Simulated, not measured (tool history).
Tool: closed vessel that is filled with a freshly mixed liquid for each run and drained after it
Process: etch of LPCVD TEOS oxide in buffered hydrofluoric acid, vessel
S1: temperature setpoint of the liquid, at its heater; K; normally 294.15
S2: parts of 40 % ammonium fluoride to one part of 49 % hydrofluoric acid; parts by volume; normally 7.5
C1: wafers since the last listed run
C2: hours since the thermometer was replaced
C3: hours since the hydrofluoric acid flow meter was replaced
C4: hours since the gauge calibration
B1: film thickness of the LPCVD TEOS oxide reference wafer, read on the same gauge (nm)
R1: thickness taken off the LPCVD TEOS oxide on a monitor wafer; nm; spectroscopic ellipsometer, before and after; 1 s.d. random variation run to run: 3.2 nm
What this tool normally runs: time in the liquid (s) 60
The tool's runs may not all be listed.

Run 1, hour 0: usual settings; C1 0; C2 2043.3; C3 979.5; C4 231.4; B1 79.98. Result: R1 322.99 nm.
At hour 9.3: gauge calibrated.
Run 2, hour 82.1: usual settings but S1 298.15 K; C1 5649; C2 2125.4; C3 1061.6; C4 72.8; B1 80. Result: R1 401.13 nm.
Run 3, hour 103.6: usual settings but S1 298.15 K; C1 1479; C2 2146.9; C3 1083.1; C4 94.3; B1 80.02. Result: R1 399.78 nm.
Run 4, hour 125.4: usual settings but S2 6.5 parts by volume; C1 1500; C2 2168.7; C3 1104.9; C4 116.1; B1 79.98. Result: R1 361.89 nm.
Run 5, hour 158.6: usual settings; C1 2284; C2 2201.9; C3 1138.1; C4 149.3; B1 80.01. Result: R1 319.5 nm.
Run 6, hour 248.6: usual settings; C1 6193; C2 2291.9; C3 1228.1; C4 239.3; B1 79.99. Result: R1 319.64 nm.
At hour 266.1: hydrofluoric acid flow meter replaced.
At hour 269.4: gauge calibrated.
Run 7, hour 276.3: usual settings; C1 1837; C2 2319.6; C3 10.2; C4 6.9; B1 80.02. Result: R1 314.77 nm.
Run 8, hour 300.7: usual settings but S2 5 parts by volume; C1 1679; C2 2344; C3 34.6; C4 31.3; B1 80.01. Result: R1 452.36 nm.
At hour 308.8: thermometer replaced.
Run 9, hour 332.6: usual settings but S1 291.65 K, S2 6 parts by volume, time in the liquid (s) 30; C1 2126; C2 23.8; C3 66.5; C4 63.2; B1 80.01. Result: R1 157.27 nm.
Run 10, hour 361: usual settings but S1 292.15 K, time in the liquid (s) 30; C1 1954; C2 52.2; C3 94.9; C4 91.6; B1 80.01. Result: R1 130.41 nm.
Run 11, hour 391.4: usual settings but S1 290.15 K, time in the liquid (s) 90; C1 2092; C2 82.6; C3 125.3; C4 122; B1 79.99. Result: R1 355.47 nm.
At hour 420: thermometer replaced, repeated, since the last time left the tool worse.
Run 12, hour 422.9: usual settings but S1 298.65 K, S2 8.5 parts by volume, time in the liquid (s) 35; C1 2098; C2 2.9; C3 156.8; C4 153.5; B1 79.99. Result: R1 229.5 nm.
Run 13, hour 453.3: usual settings; C1 2092; C2 33.3; C3 187.2; C4 183.9; B1 80. Result: R1 358.17 nm.
Run 14, hour 465.5: usual settings; C1 839; C2 45.5; C3 199.4; C4 196.1; B1 79.99. Result: R1 355.23 nm.

Below, some changes in R1 between adjacent runs. For each, the amount present without the hidden state too (settings, incoming material, random variation) and the amount remaining for the hidden state with gauge scatter not shared by both compared results:
The tool's hidden condition here consists of: liquid colder than its thermometer reads (K); hydrofluoric acid flow above the setpoint (%); gauge reads high (%).
Run 8 -> 9: S1 294.15 -> 291.65, S2 5 -> 6, time in the liquid (s) 60 -> 30, thermometer replaced. R1 -295.09 nm: hidden state +23.57, all else -318.66.
Run 11 -> 12: S1 290.15 -> 298.65, S2 7.5 -> 8.5, time in the liquid (s) 90 -> 35, thermometer replaced, repeated, since the last time left the tool worse. R1 -125.97 nm: hidden state +72.09, all else -198.06.
